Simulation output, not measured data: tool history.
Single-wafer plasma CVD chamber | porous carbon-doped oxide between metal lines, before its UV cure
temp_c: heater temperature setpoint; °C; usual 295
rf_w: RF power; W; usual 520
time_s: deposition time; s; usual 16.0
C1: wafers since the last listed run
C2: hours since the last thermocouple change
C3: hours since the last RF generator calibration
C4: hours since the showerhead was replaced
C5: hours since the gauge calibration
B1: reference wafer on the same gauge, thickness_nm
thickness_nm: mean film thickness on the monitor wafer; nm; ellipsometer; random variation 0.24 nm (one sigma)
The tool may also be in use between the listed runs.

Run 1, hour 0.0: usual settings but time_s 17.0 s; C1 0; C2 1302.4; C3 253.6; C4 3507.6; C5 1610.9; B1 104.691. Result: thickness_nm 99.868 nm.
Run 2, hour 93.8: usual settings but time_s 17.0 s; C1 2609; C2 1396.2; C3 347.4; C4 3601.4; C5 1704.7; B1 104.667. Result: thickness_nm 100.516 nm.
Run 3, hour 155.7: usual settings but time_s 16.9 s; C1 1722; C2 1458.1; C3 409.3; C4 3663.3; C5 1766.6; B1 104.677. Result: thickness_nm 99.476 nm.
Run 4, hour 222.1: usual settings; C1 1847; C2 1524.5; C3 475.7; C4 3729.7; C5 1833.0; B1 104.669. Result: thickness_nm 94.964 nm.
Run 5, hour 310.1: usual settings; C1 2448; C2 1612.5; C3 563.7; C4 3817.7; C5 1921.0; B1 104.601. Result: thickness_nm 94.605 nm.
Run 6, hour 372.0: usual settings; C1 1722; C2 1674.4; C3 625.6; C4 3879.6; C5 1982.9; B1 104.805. Result: thickness_nm 95.814 nm.
Run 7, hour 423.1: usual settings; C1 1421; C2 1725.5; C3 676.7; C4 3930.7; C5 2034.0; B1 104.763. Result: thickness_nm 95.774 nm.
At hour 438.2: thermocouple changed; heater temperature recalibrated.
Run 8, hour 482.1: usual settings but temp_c 305 °C; C1 1418; C2 43.9; C3 735.7; C4 3989.7; C5 2093.0; B1 104.683. Result: thickness_nm 88.771 nm.
Run 9, hour 527.3: usual settings but temp_c 305 °C; C1 1257; C2 89.1; C3 780.9; C4 4034.9; C5 2138.2; B1 104.658. Result: thickness_nm 88.374 nm.
At hour 582.0: RF generator calibrated.
Run 10, hour 608.9: usual settings but temp_c 308 °C, rf_w 470 W, time_s 18.8 s; C1 2047; C2 170.7; C3 26.9; C4 4116.5; C5 2219.8; B1 104.705. Result: thickness_nm 94.868 nm.
Run 11, hour 662.4: usual settings but rf_w 605 W; C1 1488; C2 224.2; C3 80.4; C4 4170.0; C5 2273.3; B1 104.749. Result: thickness_nm 103.725 nm.
Run 12, hour 736.6: usual settings but temp_c 310 °C, time_s 17.5 s; C1 2064; C2 298.4; C3 154.6; C4 4244.2; C5 2347.5; B1 104.625. Result: thickness_nm 93.943 nm.
Run 13, hour 778.6: usual settings but temp_c 304 °C, time_s 17.3 s; C1 1168; C2 340.4; C3 196.6; C4 4286.2; C5 2389.5; B1 104.696. Result: thickness_nm 96.371 nm.
At hour 819.4: showerhead replaced.
Run 14, hour 853.7: usual settings but temp_c 282 °C; C1 1866; C2 415.5; C3 271.7; C4 34.3; C5 2464.6; B1 104.668. Result: thickness_nm 100.204 nm.
Run 15, hour 920.4: usual settings but rf_w 615 W, time_s 17.7 s; C1 1855; C2 482.2; C3 338.4; C4 101.0; C5 2531.3; B1 104.726. Result: thickness_nm 116.055 nm.
Run 16, hour 1012.5: usual settings but time_s 13.4 s; C1 2562; C2 574.3; C3 430.5; C4 193.1; C5 2623.4; B1 104.694. Result: thickness_nm 79.041 nm.
Run 17, hour 1101.5: usual settings; C1 2476; C2 663.3; C3 519.5; C4 282.1; C5 2712.4; B1 104.591. Result: thickness_nm 93.404 nm.
Run 18, hour 1191.1: usual settings but temp_c 301 °C, rf_w 440 W, time_s 13.6 s; C1 2492; C2 752.9; C3 609.1; C4 371.7; C5 2802.0; B1 104.643. Result: thickness_nm 67.822 nm.
Run 19, hour 1276.5: usual settings but temp_c 286 °C, rf_w 555 W, time_s 17.7 s; C1 2376; C2 838.3; C3 694.5; C4 457.1; C5 2887.4; B1 104.704. Result: thickness_nm 113.997 nm.
Run 20, hour 1374.0: usual settings but temp_c 283 °C, rf_w 625 W, time_s 14.7 s; C1 2712; C2 935.8; C3 792.0; C4 554.6; C5 2984.9; B1 104.694. Result: thickness_nm 105.057 nm.
At hour 1430.3: RF generator calibrated.
Run 21, hour 1449.6: usual settings but time_s 18.8 s; C1 1880; C2 1011.4; C3 19.3; C4 630.2; C5 3060.5; B1 104.701. Result: thickness_nm 109.760 nm.
Run 22, hour 1503.6: usual settings; C1 1502; C2 1065.4; C3 73.3; C4 684.2; C5 3114.5; B1 104.736. Result: thickness_nm 94.205 nm.
At hour 1539.2: gauge calibrated.
Run 23, hour 1561.6: usual settings but temp_c 306 °C; C1 1613; C2 1123.4; C3 131.3; C4 742.2; C5 22.4; B1 104.653. Result: thickness_nm 89.112 nm.
Run 24, hour 1624.3: usual settings but temp_c 304 °C, rf_w 420 W; C1 1744; C2 1186.1; C3 194.0; C4 804.9; C5 85.1; B1 104.659. Result: thickness_nm 75.734 nm.
Run 25, hour 1726.7: usual settings but temp_c 306 °C, rf_w 465 W, time_s 13.5 s; C1 2849; C2 1288.5; C3 296.4; C4 907.3; C5 187.5; B1 104.713. Result: thickness_nm 69.762 nm.
Run 26, hour 1830.8: usual settings; C1 2896; C2 1392.6; C3 400.5; C4 1011.4; C5 291.6; B1 104.738. Result: thickness_nm 94.361 nm.
Run 27, hour 1944.6: usual settings; C1 3166; C2 1506.4; C3 514.3; C4 1125.2; C5 405.4; B1 104.656. Result: thickness_nm 94.760 nm.
At hour 1980.0: thermocouple changed; heater temperature recalibrated.
Run 28, hour 2105.6: usual settings but temp_c 299 °C, rf_w 450 W; C1 4256; C2 125.6; C3 675.3; C4 1286.2; C5 566.4; B1 104.734. Result: thickness_nm 81.372 nm.
At hour 2142.1: RF generator calibrated.
Run 29, hour 2195.4: usual settings; C1 2275; C2 215.4; C3 53.3; C4 1376.0; C5 656.2; B1 104.778. Result: thickness_nm 93.745 nm.
Run 30, hour 2302.4: usual settings but temp_c 310 °C, time_s 17.5 s; C1 2977; C2 322.4; C3 160.3; C4 1483.0; C5 763.2; B1 104.720. Result: thickness_nm 94.250 nm.
Run 31, hour 2348.9: usual settings but temp_c 304 °C, rf_w 590 W, time_s 13.7 s; C1 1293; C2 368.9; C3 206.8; C4 1529.5; C5 809.7; B1 104.689. Result: thickness_nm 84.105 nm.
Run 32, hour 2453.2: usual settings but temp_c 302 °C, rf_w 575 W, time_s 17.8 s; C1 2901; C2 473.2; C3 311.1; C4 1633.8; C5 914.0; B1 104.811. Result: thickness_nm 107.439 nm.
Run 33, hour 2518.1: usual settings but temp_c 300 °C, rf_w 475 W; C1 1805; C2 538.1; C3 376.0; C4 1698.7; C5 978.9; B1 104.695. Result: thickness_nm 85.356 nm.
Run 34, hour 2561.9: usual settings but time_s 17.8 s; C1 1218; C2 581.9; C3 419.8; C4 1742.5; C5 1022.7; B1 104.774. Result: thickness_nm 104.208 nm.

Some steps in thickness_nm between neighbouring runs. How much of each would the tool show without its hidden state too (settings, what came in, random variation), and how much is left for the hidden state, with any gauge scatter that isn't in both results?
The hidden state here: wafer temperature above the value expected at the setpoint (K); delivered RF power above the setpoint (%); gauge reads high (%).
Run 7 -> 8: temp_c 295 -> 305, thermocouple changed; heater temperature recalibrated. thickness_nm -7.003 nm: hidden state -2.155, all else -4.848.
Run 15 -> 16: rf_w 615 -> 520, time_s 17.7 -> 13.4. thickness_nm -37.014 nm: hidden state +0.061, all else -37.075.
Run 17 -> 18: temp_c 295 -> 301, rf_w 520 -> 440, time_s 16.0 -> 13.6. thickness_nm -25.582 nm: hidden state +0.022, all else -25.604.
Run 18 -> 19: temp_c 301 -> 286, rf_w 440 -> 555, time_s 13.6 -> 17.7. thickness_nm +46.175 nm: hidden state +0.249, all else +45.926.
Run 25 -> 26: temp_c 306 -> 295, rf_w 465 -> 520, time_s 13.5 -> 16.0. thickness_nm +24.599 nm: hidden state +0.489, all else +24.110.
Run 27 -> 28: temp_c 295 -> 299, rf_w 520 -> 450, thermocouple changed; heater temperature recalibrated. thickness_nm -13.388 nm: hidden state -1.372, all else -12.016.
